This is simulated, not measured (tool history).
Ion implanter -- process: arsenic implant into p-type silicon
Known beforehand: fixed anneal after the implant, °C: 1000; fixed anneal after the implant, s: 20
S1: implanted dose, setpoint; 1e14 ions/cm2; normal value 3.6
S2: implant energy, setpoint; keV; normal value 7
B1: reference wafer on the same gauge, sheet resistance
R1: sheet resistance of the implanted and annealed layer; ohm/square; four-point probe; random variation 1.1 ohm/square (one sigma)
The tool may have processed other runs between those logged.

{"run": 1, "hour": 0.0, "S1": 3.6, "S2": 7, "B1": 304.07, "R1": 310.35}
{"run": 2, "hour": 26.5, "S1": 3.6, "S2": 7, "B1": 303.95, "R1": 311.59}
{"run": 3, "hour": 38.6, "S1": 3.84, "S2": 7, "B1": 304.4, "R1": 295.05}
{"run": 4, "hour": 70.9, "S1": 3.84, "S2": 7, "B1": 303.99, "R1": 295.05}
{"run": 5, "hour": 83.9, "S1": 3.84, "S2": 7, "B1": 303.97, "R1": 295.91}
{"run": 6, "hour": 110.2, "S1": 3.6, "S2": 7, "B1": 304.28, "R1": 311.15}
{"run": 7, "hour": 128.9, "S1": 3.6, "S2": 7, "B1": 303.68, "R1": 312.52}
{"run": 8, "hour": 153.2, "S1": 3.6, "S2": 7, "B1": 304.13, "R1": 310.85}
{"run": 9, "hour": 175.6, "S1": 3.6, "S2": 7, "B1": 303.87, "R1": 312.87}
{"run": 10, "hour": 206.0, "S1": 3.6, "S2": 7, "B1": 303.65, "R1": 314.92}
{"hour": 237.7, "done": "Faraday cup replaced and dose calibrated"}
{"run": 11, "hour": 241.2, "S1": 3.6, "S2": 7, "B1": 304.26, "R1": 298.3}
{"run": 12, "hour": 274.7, "S1": 3.31, "S2": 7, "B1": 303.63, "R1": 319.38}
{"run": 13, "hour": 310.6, "S1": 3.85, "S2": 9, "B1": 303.88, "R1": 278.51}
{"run": 14, "hour": 337.6, "S1": 4.42, "S2": 8, "B1": 304.31, "R1": 256.08}
{"run": 15, "hour": 355.5, "S1": 2.99, "S2": 7, "B1": 303.9, "R1": 345.89}
{"hour": 381.3, "done": "gauge calibrated"}
{"run": 16, "hour": 381.8, "S1": 3.6, "S2": 7, "B1": 304.26, "R1": 300.76}
{"run": 17, "hour": 404.9, "S1": 3.03, "S2": 8.5, "B1": 304.4, "R1": 337.38}
{"run": 18, "hour": 423.9, "S1": 2.79, "S2": 8.5, "B1": 304.34, "R1": 357.29}
{"run": 19, "hour": 436.0, "S1": 3.6, "S2": 7, "B1": 303.88, "R1": 299.41}
{"run": 20, "hour": 452.5, "S1": 3.6, "S2": 7, "B1": 304.12, "R1": 299.78}
{"run": 21, "hour": 478.2, "S1": 2.65, "S2": 5, "B1": 304.02, "R1": 393.77}
{"run": 22, "hour": 505.5, "S1": 4.16, "S2": 5.5, "B1": 304.23, "R1": 275.55}
{"run": 23, "hour": 525.5, "S1": 3.6, "S2": 8, "B1": 303.88, "R1": 297.55}
{"hour": 545.9, "done": "extraction supply calibrated"}
{"run": 24, "hour": 546.4, "S1": 3.07, "S2": 7, "B1": 303.79, "R1": 340.7}
{"run": 25, "hour": 564.2, "S1": 4.55, "S2": 5.5, "B1": 303.71, "R1": 258.17}
{"run": 26, "hour": 590.5, "S1": 3.6, "S2": 8.5, "B1": 303.98, "R1": 297.66}
{"run": 27, "hour": 623.0, "S1": 3.6, "S2": 7, "B1": 303.93, "R1": 301.08}
{"run": 28, "hour": 639.8, "S1": 3.6, "S2": 7, "B1": 303.89, "R1": 301.28}
{"run": 29, "hour": 673.1, "S1": 3.6, "S2": 7, "B1": 304.14, "R1": 302.09}
{"run": 30, "hour": 694.8, "S1": 4.42, "S2": 8, "B1": 304.04, "R1": 258}
{"run": 31, "hour": 727.2, "S1": 4.33, "S2": 8.5, "B1": 303.96, "R1": 260.14}
{"run": 32, "hour": 742.7, "S1": 3.6, "S2": 9, "B1": 304.15, "R1": 295.39}
{"run": 33, "hour": 768.0, "S1": 3.6, "S2": 7, "B1": 304.12, "R1": 302.26}
{"run": 34, "hour": 792.9, "S1": 3.6, "S2": 7, "B1": 303.62, "R1": 303.12}
{"run": 35, "hour": 823.8, "S1": 3.6, "S2": 7, "B1": 304.14, "R1": 302.44}
{"run": 36, "hour": 851.2, "S1": 4.18, "S2": 6, "B1": 304.06, "R1": 272.86}

For some of the steps in R1 from one run to the next: how much would appear even if the tool had no hidden state, given the settings, what came in and random variation, and how much remains for the hidden state plus any gauge scatter that the measured result and the result without hidden state don't share?
The tool's hidden condition here consists of: deviation of the true dose from the Faraday cup's reading, %; deviation of the true energy from its setpoint, %; gauge reads high (%).
Run 2 -> 3: S1 3.6 -> 3.84. R1 -16.54 ohm/square: hidden state -0.7, all else -15.84.
Run 5 -> 6: S1 3.84 -> 3.6. R1 +15.24 ohm/square: hidden state +0.88, all else +14.36.
Run 10 -> 11: Faraday cup replaced and dose calibrated. R1 -16.62 ohm/square: hidden state -12.75, all else -3.87.
Run 14 -> 15: S1 4.42 -> 2.99, S2 8 -> 7. R1 +89.81 ohm/square: hidden state +0.32, all else +89.49.
Run 20 -> 21: S1 3.6 -> 2.65, S2 7 -> 5. R1 +93.99 ohm/square: hidden state +0.59, all else +93.4.
Run 21 -> 22: S1 2.65 -> 4.16, S2 5 -> 5.5. R1 -118.22 ohm/square: hidden state -0.49, all else -117.73.
